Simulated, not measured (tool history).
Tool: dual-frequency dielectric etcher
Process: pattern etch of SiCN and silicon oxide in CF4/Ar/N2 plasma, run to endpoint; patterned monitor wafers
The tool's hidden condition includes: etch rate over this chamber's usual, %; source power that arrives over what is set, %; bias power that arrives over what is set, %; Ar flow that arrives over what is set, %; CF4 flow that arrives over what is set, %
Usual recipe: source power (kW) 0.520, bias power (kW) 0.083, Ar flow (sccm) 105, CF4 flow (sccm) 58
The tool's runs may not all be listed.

run    hour  source power (kW)  bias power (kW)  Ar flow (sccm)  CF4 flow (sccm)  wafers since the last listed run  hours since the last wet clean  hours since the last source power generator calibration  hours since the last bias power generator calibration  hours since the last Ar flow controller change  hours since the last CF4 flow controller change  hours since the last upper electrode change  incoming incoming film thickness, nm  endpoint time (s)
  1     0.0              0.520            0.083             105               58                                 0                           549.2                                                   3681.3                                                 3926.8                                          4605.1                                           3141.0                                       4051.7                                  9.87                9.8
       64.5  -- bias power generator calibrated
  2    94.1              0.520            0.083             105               58                              1045                           643.3                                                   3775.4                                                   29.6                                          4699.2                                           3235.1                                       4145.8                                  9.78                9.7
      202.7  -- upper electrode replaced
      219.5  -- wet clean of the chamber
  3   220.0              0.520            0.072             115               58                               987                             0.5                                                   3901.3                                                  155.5                                          4825.1                                           3361.0                                         17.3                                  9.78               10.5
  4   276.4              0.470            0.069             105               62                               654                            56.9                                                   3957.7                                                  211.9                                          4881.5                                           3417.4                                         73.7                                  9.81               11.5
      303.4  -- Ar flow controller replaced
  5   329.3              0.520            0.098             105               69                               544                           109.8                                                   4010.6                                                  264.8                                            25.9                                           3470.3                                        126.6                                  9.77                9.3
      400.9  -- CF4 flow controller replaced
  6   401.4              0.520            0.083             105               58                               767                           181.9                                                   4082.7                                                  336.9                                            98.0                                              0.5                                        198.7                                  9.68                9.8
  7   442.0              0.520            0.083             105               58                               471                           222.5                                                   4123.3                                                  377.5                                           138.6                                             41.1                                        239.3                                  9.85                9.9
      523.5  -- source power generator calibrated
  8   756.5              0.520            0.101             105               71                              3603                           537.0                                                    233.0                                                  692.0                                           453.1                                            355.6                                        553.8                                  9.76                9.1
  9   810.9              0.520            0.066              93               58                               631                           591.4                                                    287.4                                                  746.4                                           507.5                                            410.0                                        608.2                                  9.77                9.7
 10   876.4              0.410            0.072             105               58                               760                           656.9                                                    352.9                                                  811.9                                           573.0                                            475.5                                        673.7                                  9.92               13.2
 11   977.9              0.650            0.083             105               58                              1177                           758.4                                                    454.4                                                  913.4                                           674.5                                            577.0                                        775.2                                  9.91                7.6
     1037.6  -- wet clean of the chamber
 12  1068.3              0.460            0.100             124               64                               770                            30.7                                                    544.8                                                 1003.8                                           764.9                                            667.4                                        865.6                                  9.72               11.3
 13  1141.8              0.390            0.083              84               58                               852                           104.2                                                    618.3                                                 1077.3                                           838.4                                            740.9                                        939.1                                  9.74               13.3
 14  1179.2              0.410            0.068              82               58                               434                           141.6                                                    655.7                                                 1114.7                                           875.8                                            778.3                                        976.5                                  9.81               12.9
 15  1284.3              0.520            0.100             115               62                              1219                           246.7                                                    760.8                                                 1219.8                                           980.9                                            883.4                                       1081.6                                  9.67                9.6
 16  1328.9              0.520            0.083             105               47                               517                           291.3                                                    805.4                                                 1264.4                                          1025.5                                            928.0                                       1126.2                                  9.93               10.3
 17  1417.0              0.520            0.083             105               58                              1022                           379.4                                                    893.5                                                 1352.5                                          1113.6                                           1016.1                                       1214.3                                  9.87                9.9
 18  1470.5              0.410            0.063             129               50                               620                           432.9                                                    947.0                                                 1406.0                                          1167.1                                           1069.6                                       1267.8                                  9.84               14.4
 19  1577.1              0.520            0.093             129               58                              1237                           539.5                                                   1053.6                                                 1512.6                                          1273.7                                           1176.2                                       1374.4                                  9.82               10.0
 20  1681.2              0.520            0.102             113               58                              1208                           643.6                                                   1157.7                                                 1616.7                                          1377.8                                           1280.3                                       1478.5                                  9.84                9.5
 21  1736.7              0.520            0.076             130               58                               644                           699.1                                                   1213.2                                                 1672.2                                          1433.3                                           1335.8                                       1534.0                                  9.79               10.2
     1835.1  -- wet clean of the chamber
 22  1835.6              0.520            0.089             118               58                               869                             0.5                                                   1312.1                                                 1771.1                                          1532.2                                           1434.7                                       1632.9                                  9.86               10.2
 23  1894.9              0.520            0.073             120               58                               688                            59.8                                                   1371.4                                                 1830.4                                          1591.5                                           1494.0                                       1692.2                                  9.78               10.4

What if the next run were any one of these 5? Each begins from the tool's condition after run 23:
  A  1895.3              0.450            0.083             105               58                                 4                            60.2                                                   1371.8                                                 1830.8                                          1591.9                                           1494.4                                       1692.6                                  9.76                  ?
  B  1895.3              0.600            0.101             124               58                                 4                            60.2                                                   1371.8                                                 1830.8                                          1591.9                                           1494.4                                       1692.6                                  9.76                  ?
  C  1895.3              0.520            0.083              82               58                                 4                            60.2                                                   1371.8                                                 1830.8                                          1591.9                                           1494.4                                       1692.6                                  9.76                  ?
  D  1895.3              0.520            0.083             126               50                                 4                            60.2                                                   1371.8                                                 1830.8                                          1591.9                                           1494.4                                       1692.6                                  9.76                  ?
  E  1895.3              0.520            0.100             121               62                                 4                            60.2                                                   1371.8                                                 1830.8                                          1591.9                                           1494.4                                       1692.6                                  9.76                  ?

run  endpoint time (s)
  A               11.7
  B                8.4
  C                9.4
  D               10.5
  E                9.7
With no hidden state in the tool, these same runs would have given:
run  endpoint time (s)
  A               11.8
  B                8.5
  C                9.5
  D               10.6
  E                9.9

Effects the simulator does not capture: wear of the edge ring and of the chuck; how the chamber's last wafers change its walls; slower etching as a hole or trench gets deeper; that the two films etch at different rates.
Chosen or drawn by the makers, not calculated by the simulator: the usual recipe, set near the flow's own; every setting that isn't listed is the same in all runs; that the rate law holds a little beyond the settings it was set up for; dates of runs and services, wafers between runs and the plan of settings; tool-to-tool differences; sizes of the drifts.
